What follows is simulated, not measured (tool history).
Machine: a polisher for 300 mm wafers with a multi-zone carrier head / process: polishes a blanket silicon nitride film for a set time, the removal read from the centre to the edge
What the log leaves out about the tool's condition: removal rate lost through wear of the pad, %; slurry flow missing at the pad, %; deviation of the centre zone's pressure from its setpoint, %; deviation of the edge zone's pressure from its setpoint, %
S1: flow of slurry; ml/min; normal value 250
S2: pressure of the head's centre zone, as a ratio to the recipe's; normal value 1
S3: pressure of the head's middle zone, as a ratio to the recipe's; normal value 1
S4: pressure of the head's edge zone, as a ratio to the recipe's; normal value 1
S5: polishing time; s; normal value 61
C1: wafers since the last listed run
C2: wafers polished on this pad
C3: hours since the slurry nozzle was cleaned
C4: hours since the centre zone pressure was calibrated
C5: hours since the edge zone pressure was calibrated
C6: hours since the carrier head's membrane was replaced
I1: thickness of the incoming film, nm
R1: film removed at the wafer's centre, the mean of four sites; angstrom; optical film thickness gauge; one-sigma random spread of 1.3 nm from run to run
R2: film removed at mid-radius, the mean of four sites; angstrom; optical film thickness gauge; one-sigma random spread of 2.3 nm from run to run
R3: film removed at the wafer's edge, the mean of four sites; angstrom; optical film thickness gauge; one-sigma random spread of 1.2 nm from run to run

run    hour   S1    S2    S3    S4  S5   C1    C2     C3     C4      C5      C6     I1    R1    R2    R3
  1       0  250     1     1     1  61    0   912  517.1    270  1259.2   889.3  805.4  1797  1805  1844
       39.6  -- edge zone pressure recalibrated
  2    71.9  250     1     1     1  61  466  1378    589  341.9    32.3   961.2    794  1754  1785  1816
  3   110.2  250     1     1     1  61  255  1633  627.3  380.2    70.6   999.5  783.2  1751  1807  1795
  4   178.9  250  0.91     1  1.04  52  458  2091    696  448.9   139.3  1068.2  795.9  1355  1519  1526
      200.1  -- carrier head's membrane replaced by a new one
  5   205.1  165     1  1.03  1.11  41  141  2233  722.2  475.1   165.5       5  787.7  1083  1101  1189
  6   243.5  295  1.04     1  0.95  61  256  2489  760.6  513.5   203.9    43.4  789.8  1811  1792  1717
      248.1  -- slurry nozzle cleaned
      248.8  -- worn pad replaced by a new one
  7   314.3  250     1     1     1  61  460   436   66.2  584.3   274.7   114.2  787.1  1824  1827  1868
      352.6  -- centre zone pressure recalibrated
  8   378.7  170  0.88   0.9  1.04  61  416   852  130.6   26.1   339.1   178.6  774.9  1503  1584  1793
  9   441.7  250     1  0.97     1  61  420  1272  193.6   89.1   402.1   241.6  782.2  1777  1743  1815
 10     475  310     1     1  0.92  61  222  1494  226.9  122.4   435.4   274.9  793.4  1829  1854  1792
 11     533  250     1     1     1  77  386  1881  284.9  180.4   493.4   332.9  788.7  2227  2234  2248
 12   575.5  250     1     1     1  61  283  2165  327.4  222.9   535.9   375.4  795.3  1723  1744  1771
 13   637.4  250     1     1     1  61  412  2577  389.3  284.8   597.8   437.3  782.2  1717  1755  1764
 14   668.8  305     1     1  1.09  61  209  2787  420.7  316.2   629.2   468.7  793.7  1753  1803  1861
 15     709  185  0.93     1  1.12  74  268  3055  460.9  356.4   669.4   508.9    797  1843  1950  2164
      713.7  -- worn pad replaced by a new one
 16   756.5  250  0.95  1.12  1.11  61  290   285  508.4  403.9   716.9   556.4  776.6  1759  1981  1962
 17   825.6  250     1     1     1  61  460   746  577.5    473     786   625.5  798.1  1797  1840  1814
      832.1  -- centre zone pressure recalibrated
 18   859.1  250     1     1  0.96  61  210   956    611     27   819.5     659  798.2  1775  1805  1782
 19   899.7  250     1     1  0.96  73  270  1227  651.6   67.6   860.1   699.6  785.9  2116  2156  2133
 20   935.9  250     1     1     1  61  241  1468  687.8  103.8   896.3   735.8  794.4  1763  1806  1788
 21   979.4  305     1     1     1  61  290  1758  731.3  147.3   939.8   779.3  785.7  1806  1810  1830
 22  1024.8  250  1.05  0.92  0.94  77  302  2061  776.7  192.7   985.2   824.7  791.7  2302  2129  2197

4 ways to go on from here, each from the tool as it stands after run 22. What would each give?
  A  1025.2  250     1    1     1  61   2  2064  777.1  193.1  985.6  825.1  801.1   ?   ?   ?
  B  1025.2  250     1  0.9     1  54   2  2064  777.1  193.1  985.6  825.1  801.1   ?   ?   ?
  C  1025.2  285  0.95    1  1.12  47   2  2064  777.1  193.1  985.6  825.1  801.1   ?   ?   ?
  D  1025.2  250     1    1  1.05  61   2  2064  777.1  193.1  985.6  825.1  801.1   ?   ?   ?

run    R1    R2    R3
  A  1738  1774  1768
  B  1537  1461  1567
  C  1302  1388  1458
  D  1738  1774  1810
Had the tool no hidden state, the same runs would have come out as:
run    R1    R2    R3
  A  1835  1873  1867
  B  1624  1543  1655
  C  1375  1466  1540
  D  1835  1873  1912
